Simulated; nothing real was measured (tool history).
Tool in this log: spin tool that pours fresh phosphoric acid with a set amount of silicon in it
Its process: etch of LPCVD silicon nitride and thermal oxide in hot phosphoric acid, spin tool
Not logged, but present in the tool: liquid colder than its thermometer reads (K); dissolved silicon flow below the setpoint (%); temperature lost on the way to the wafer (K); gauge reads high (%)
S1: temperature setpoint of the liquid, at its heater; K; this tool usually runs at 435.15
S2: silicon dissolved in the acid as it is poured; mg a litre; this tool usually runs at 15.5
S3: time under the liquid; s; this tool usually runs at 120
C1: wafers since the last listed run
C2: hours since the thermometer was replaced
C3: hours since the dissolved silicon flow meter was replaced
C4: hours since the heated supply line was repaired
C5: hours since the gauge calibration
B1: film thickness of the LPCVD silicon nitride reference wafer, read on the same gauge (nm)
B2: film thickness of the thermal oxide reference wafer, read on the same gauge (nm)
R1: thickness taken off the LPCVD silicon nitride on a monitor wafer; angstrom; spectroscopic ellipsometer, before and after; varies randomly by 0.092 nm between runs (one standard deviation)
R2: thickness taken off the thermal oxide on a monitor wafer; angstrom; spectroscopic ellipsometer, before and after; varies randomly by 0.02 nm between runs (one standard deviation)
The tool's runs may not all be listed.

Run 1, day 0: usual settings but S3 70 s; C1 0; C2 359.2; C3 1945.3; C4 364.6; C5 2290.1; B1 139.98; B2 89.995. Result: R1 69.7 angstrom, R2 1.67 angstrom.
Run 2, day 1.775: usual settings but S1 433.65 K, S2 6.5 mg a litre; C1 274; C2 401.8; C3 1987.9; C4 407.2; C5 2332.7; B1 140; B2 89.985. Result: R1 112.7 angstrom, R2 2.97 angstrom.
At day 3.571: gauge calibrated.
Run 3, day 3.717: usual settings but S3 80 s; C1 299; C2 448.4; C3 2034.5; C4 453.8; C5 3.5; B1 140.01; B2 89.996. Result: R1 78 angstrom, R2 1.92 angstrom.
Run 4, day 6.038: usual settings but S1 434.15 K, S2 11.5 mg a litre, S3 55 s; C1 358; C2 504.1; C3 2090.2; C4 509.5; C5 59.2; B1 139.99; B2 89.993. Result: R1 51.9 angstrom, R2 1.14 angstrom.
At day 7.438: dissolved silicon flow meter replaced.
Run 5, day 8.996: usual settings but S2 9 mg a litre, S3 185 s; C1 450; C2 575.1; C3 37.4; C4 580.5; C5 130.2; B1 140; B2 90.009. Result: R1 181.5 angstrom, R2 4.72 angstrom.
Run 6, day 11.546: usual settings but S2 25 mg a litre, S3 90 s; C1 393; C2 636.3; C3 98.6; C4 641.7; C5 191.4; B1 139.99; B2 89.99. Result: R1 88 angstrom, R2 1.54 angstrom.
Run 7, day 12.717: usual settings; C1 180; C2 664.4; C3 126.7; C4 669.8; C5 219.5; B1 140; B2 89.993. Result: R1 117.8 angstrom, R2 2.34 angstrom.
Run 8, day 14.171: usual settings but S1 436.65 K, S2 10.5 mg a litre, S3 60 s; C1 224; C2 699.3; C3 161.6; C4 704.7; C5 254.4; B1 139.99; B2 90.018. Result: R1 61.4 angstrom, R2 1.52 angstrom.
Run 9, day 16.579: usual settings; C1 371; C2 757.1; C3 219.4; C4 762.5; C5 312.2; B1 139.99; B2 90.017. Result: R1 117.4 angstrom, R2 2.54 angstrom.
Run 10, day 17.946: usual settings but S2 5 mg a litre, S3 85 s; C1 211; C2 789.9; C3 252.2; C4 795.3; C5 345; B1 139.99; B2 90.018. Result: R1 82.7 angstrom, R2 2.35 angstrom.
Run 11, day 19.188: usual settings but S1 433.15 K, S3 170 s; C1 191; C2 819.7; C3 282; C4 825.1; C5 374.8; B1 139.99; B2 90.035. Result: R1 153.6 angstrom, R2 3.22 angstrom.
Run 12, day 21.508: usual settings; C1 358; C2 875.4; C3 337.7; C4 880.8; C5 430.5; B1 140.02; B2 89.974. Result: R1 115.9 angstrom, R2 2.22 angstrom.
Run 13, day 24.504: usual settings; C1 462; C2 947.3; C3 409.6; C4 952.7; C5 502.4; B1 140.01; B2 89.996. Result: R1 116.5 angstrom, R2 2.33 angstrom.
Run 14, day 27.358: usual settings but S1 437.15 K, S2 9 mg a litre, S3 80 s; C1 440; C2 1015.8; C3 478.1; C4 1021.2; C5 570.9; B1 139.98; B2 90.009. Result: R1 82.7 angstrom, R2 2.28 angstrom.
Run 15, day 31.962: usual settings but S1 437.15 K, S2 4.5 mg a litre, S3 175 s; C1 711; C2 1126.3; C3 588.6; C4 1131.7; C5 681.4; B1 140; B2 89.996. Result: R1 180.3 angstrom, R2 5.44 angstrom.
Run 16, day 33.912: usual settings but S1 432.65 K, S2 20 mg a litre, S3 90 s; C1 301; C2 1173.1; C3 635.4; C4 1178.5; C5 728.2; B1 140; B2 89.994. Result: R1 80.9 angstrom, R2 1.27 angstrom.
Run 17, day 34.938: usual settings but S1 438.15 K, S2 19 mg a litre, S3 180 s; C1 158; C2 1197.7; C3 660; C4 1203.1; C5 752.8; B1 139.99; B2 90.011. Result: R1 192.9 angstrom, R2 4.25 angstrom.
Run 18, day 37.138: usual settings; C1 339; C2 1250.5; C3 712.8; C4 1255.9; C5 805.6; B1 140; B2 90.014. Result: R1 115.8 angstrom, R2 2.22 angstrom.
Run 19, day 40.067: usual settings but S1 434.15 K, S3 70 s; C1 452; C2 1320.8; C3 783.1; C4 1326.2; C5 875.9; B1 140.01; B2 89.978. Result: R1 64.7 angstrom, R2 1.31 angstrom.
Run 20, day 41.483: usual settings but S3 180 s; C1 218; C2 1354.8; C3 817.1; C4 1360.2; C5 909.9; B1 140.01; B2 89.965. Result: R1 172.1 angstrom, R2 3.94 angstrom.
Run 21, day 43.217: usual settings; C1 267; C2 1396.4; C3 858.7; C4 1401.8; C5 951.5; B1 140; B2 90.001. Result: R1 114.4 angstrom, R2 2.32 angstrom.
Run 22, day 44.238: usual settings but S1 436.15 K; C1 157; C2 1420.9; C3 883.2; C4 1426.3; C5 976; B1 139.98; B2 90.008. Result: R1 119.4 angstrom, R2 2.42 angstrom.

Forecast each of these 4 alternatives for the next run:
Run A, day 44.258: usual settings but S2 4 mg a litre; C1 3; C2 1421.4; C3 883.7; C4 1426.8; C5 976.5; B1 ?; B2 ?. Result: R1 ?, R2 ?.
Run B, day 44.258: usual settings but S1 436.65 K, S2 8 mg a litre, S3 165 s; C1 3; C2 1421.4; C3 883.7; C4 1426.8; C5 976.5; B1 ?; B2 ?. Result: R1 ?, R2 ?.
Run C, day 44.258: usual settings but S1 438.15 K, S2 8.5 mg a litre; C1 3; C2 1421.4; C3 883.7; C4 1426.8; C5 976.5; B1 ?; B2 ?. Result: R1 ?, R2 ?.
Run D, day 44.258: usual settings but S1 436.15 K, S2 4 mg a litre, S3 150 s; C1 3; C2 1421.4; C3 883.7; C4 1426.8; C5 976.5; B1 ?; B2 ?. Result: R1 ?, R2 ?.

run   B1  B2     R1    R2
  A  140  90  113.7  3.11
  B  140  90  164.4   4.4
  C  140  90  125.6  3.53
  D  140  90    147  4.18
Without the tool's unlogged condition, the same runs would have read:
run     R1    R2
  A  119.3  3.45
  B  172.4  4.89
  C  131.7  3.92
  D  154.2  4.65

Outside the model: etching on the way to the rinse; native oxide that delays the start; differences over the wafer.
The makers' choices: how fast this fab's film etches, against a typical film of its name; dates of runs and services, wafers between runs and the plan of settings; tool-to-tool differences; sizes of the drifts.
